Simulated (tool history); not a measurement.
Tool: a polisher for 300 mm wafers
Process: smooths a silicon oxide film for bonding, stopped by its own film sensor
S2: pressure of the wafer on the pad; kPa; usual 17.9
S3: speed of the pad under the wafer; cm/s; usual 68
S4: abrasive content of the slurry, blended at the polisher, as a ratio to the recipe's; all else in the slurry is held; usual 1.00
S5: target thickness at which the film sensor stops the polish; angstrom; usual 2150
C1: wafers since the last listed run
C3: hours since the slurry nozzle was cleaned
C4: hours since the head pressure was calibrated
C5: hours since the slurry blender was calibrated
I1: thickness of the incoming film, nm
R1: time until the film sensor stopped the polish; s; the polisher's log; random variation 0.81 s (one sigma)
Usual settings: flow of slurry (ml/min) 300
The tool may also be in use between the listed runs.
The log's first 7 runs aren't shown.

run 8 day=29.771 | flow_of_slurry_(ml/min)=330 S2=15.2 S3=68 S4=1.25 S5=2150 | C1=213 wafers_polished_on_this_pad=3683 C3=252.5 C4=329.1 C5=127.4 | I1=247.5 | R1=51.9
run 9 day=33.883 | flow_of_slurry_(ml/min)=235 S2=17.9 S3=68 S4=0.75 S5=2150 | C1=573 wafers_polished_on_this_pad=4257 C3=351.2 C4=427.8 C5=226.1 | I1=252.7 | R1=77.6
run 10 day=36.812 | flow_of_slurry_(ml/min)=300 S2=14.5 S3=68 S4=1.10 S5=2150 | C1=408 wafers_polished_on_this_pad=4665 C3=421.5 C4=498.1 C5=296.4 | I1=247.1 | R1=56.8
-- day=38.271 worn pad replaced by a new one
run 11 day=40.129 | flow_of_slurry_(ml/min)=300 S2=17.9 S3=68 S4=1.00 S5=2150 | C1=439 wafers_polished_on_this_pad=259 C3=501.1 C4=577.7 C5=376.0 | I1=249.6 | R1=57.0
-- day=47.238 head pressure recalibrated
-- day=48.758 slurry nozzle cleaned
run 12 day=49.242 | flow_of_slurry_(ml/min)=370 S2=23.4 S3=50 S4=0.90 S5=2150 | C1=1253 wafers_polished_on_this_pad=1513 C3=11.6 C4=48.1 C5=594.7 | I1=253.1 | R1=64.8
run 13 day=51.379 | flow_of_slurry_(ml/min)=300 S2=22.8 S3=68 S4=1.00 S5=2150 | C1=298 wafers_polished_on_this_pad=1811 C3=62.9 C4=99.4 C5=646.0 | I1=249.5 | R1=48.7
run 14 day=54.208 | flow_of_slurry_(ml/min)=300 S2=13.1 S3=68 S4=1.00 S5=2220 | C1=394 wafers_polished_on_this_pad=2206 C3=130.8 C4=167.3 C5=713.9 | I1=248.6 | R1=57.6
-- day=54.646 slurry blender recalibrated
run 15 day=58.017 | flow_of_slurry_(ml/min)=365 S2=21.4 S3=68 S4=1.10 S5=2260 | C1=519 wafers_polished_on_this_pad=2726 C3=222.2 C4=258.7 C5=80.9 | I1=250.6 | R1=31.1
run 16 day=60.504 | flow_of_slurry_(ml/min)=300 S2=17.9 S3=68 S4=1.00 S5=2150 | C1=347 wafers_polished_on_this_pad=3073 C3=281.9 C4=318.4 C5=140.6 | I1=250.8 | R1=54.2
run 17 day=71.138 | flow_of_slurry_(ml/min)=300 S2=20.7 S3=86 S4=1.20 S5=2050 | C1=1483 wafers_polished_on_this_pad=4556 C3=537.1 C4=573.6 C5=395.8 | I1=250.4 | R1=52.7
-- day=71.558 worn pad replaced by a new one
run 18 day=74.450 | flow_of_slurry_(ml/min)=395 S2=17.9 S3=68 S4=1.00 S5=2110 | C1=438 wafers_polished_on_this_pad=403 C3=616.6 C4=653.1 C5=475.3 | I1=251.1 | R1=63.6
run 19 day=76.204 | flow_of_slurry_(ml/min)=200 S2=13.8 S3=68 S4=1.00 S5=2150 | C1=244 wafers_polished_on_this_pad=647 C3=658.7 C4=695.2 C5=517.4 | I1=247.9 | R1=69.7
-- day=78.292 slurry nozzle cleaned
run 20 day=80.475 | flow_of_slurry_(ml/min)=270 S2=17.9 S3=62 S4=1.00 S5=2150 | C1=590 wafers_polished_on_this_pad=1238 C3=52.4 C4=797.7 C5=619.9 | I1=249.5 | R1=63.3
run 21 day=82.625 | flow_of_slurry_(ml/min)=300 S2=17.9 S3=80 S4=1.30 S5=2150 | C1=299 wafers_polished_on_this_pad=1538 C3=104.0 C4=849.3 C5=671.5 | I1=247.8 | R1=42.9
-- day=82.950 head pressure recalibrated
-- day=83.833 slurry blender recalibrated
run 22 day=84.638 | flow_of_slurry_(ml/min)=300 S2=14.5 S3=68 S4=0.75 S5=2060 | C1=257 wafers_polished_on_this_pad=1795 C3=152.3 C4=40.5 C5=19.3 | I1=251.8 | R1=101.7
run 23 day=88.375 | flow_of_slurry_(ml/min)=300 S2=17.9 S3=68 S4=0.80 S5=2150 | C1=521 wafers_polished_on_this_pad=2317 C3=242.0 C4=130.2 C5=109.0 | I1=252.4 | R1=69.8
run 24 day=92.462 | flow_of_slurry_(ml/min)=300 S2=17.9 S3=58 S4=1.00 S5=2210 | C1=570 wafers_polished_on_this_pad=2887 C3=340.1 C4=228.3 C5=207.1 | I1=246.6 | R1=46.2
run 25 day=95.867 | flow_of_slurry_(ml/min)=300 S2=15.9 S3=68 S4=1.00 S5=2060 | C1=474 wafers_polished_on_this_pad=3362 C3=421.8 C4=310.0 C5=288.8 | I1=249.9 | R1=77.9
run 26 day=99.729 | flow_of_slurry_(ml/min)=300 S2=17.9 S3=68 S4=1.00 S5=2150 | C1=538 wafers_polished_on_this_pad=3901 C3=514.5 C4=402.7 C5=381.5 | I1=249.1 | R1=56.6
-- day=100.667 worn pad replaced by a new one
run 27 day=101.625 | flow_of_slurry_(ml/min)=270 S2=23.4 S3=68 S4=1.00 S5=2150 | C1=241 wafers_polished_on_this_pad=133 C3=560.0 C4=448.2 C5=427.0 | I1=253.6 | R1=50.3
run 28 day=103.400 | flow_of_slurry_(ml/min)=245 S2=17.9 S3=68 S4=1.00 S5=2150 | C1=247 wafers_polished_on_this_pad=381 C3=602.6 C4=490.8 C5=469.6 | I1=250.8 | R1=58.6

The next listed run, before its measurement:
run 29 day=105.783 | flow_of_slurry_(ml/min)=300 S2=17.9 S3=80 S4=1.00 S5=2150 | C1=332 wafers_polished_on_this_pad=713 C3=659.8 C4=548.0 C5=526.8 | I1=249.1 | R1=?

R1: 51.3 s
Without the tool's hidden state the same run would have given R1 47.2 s.

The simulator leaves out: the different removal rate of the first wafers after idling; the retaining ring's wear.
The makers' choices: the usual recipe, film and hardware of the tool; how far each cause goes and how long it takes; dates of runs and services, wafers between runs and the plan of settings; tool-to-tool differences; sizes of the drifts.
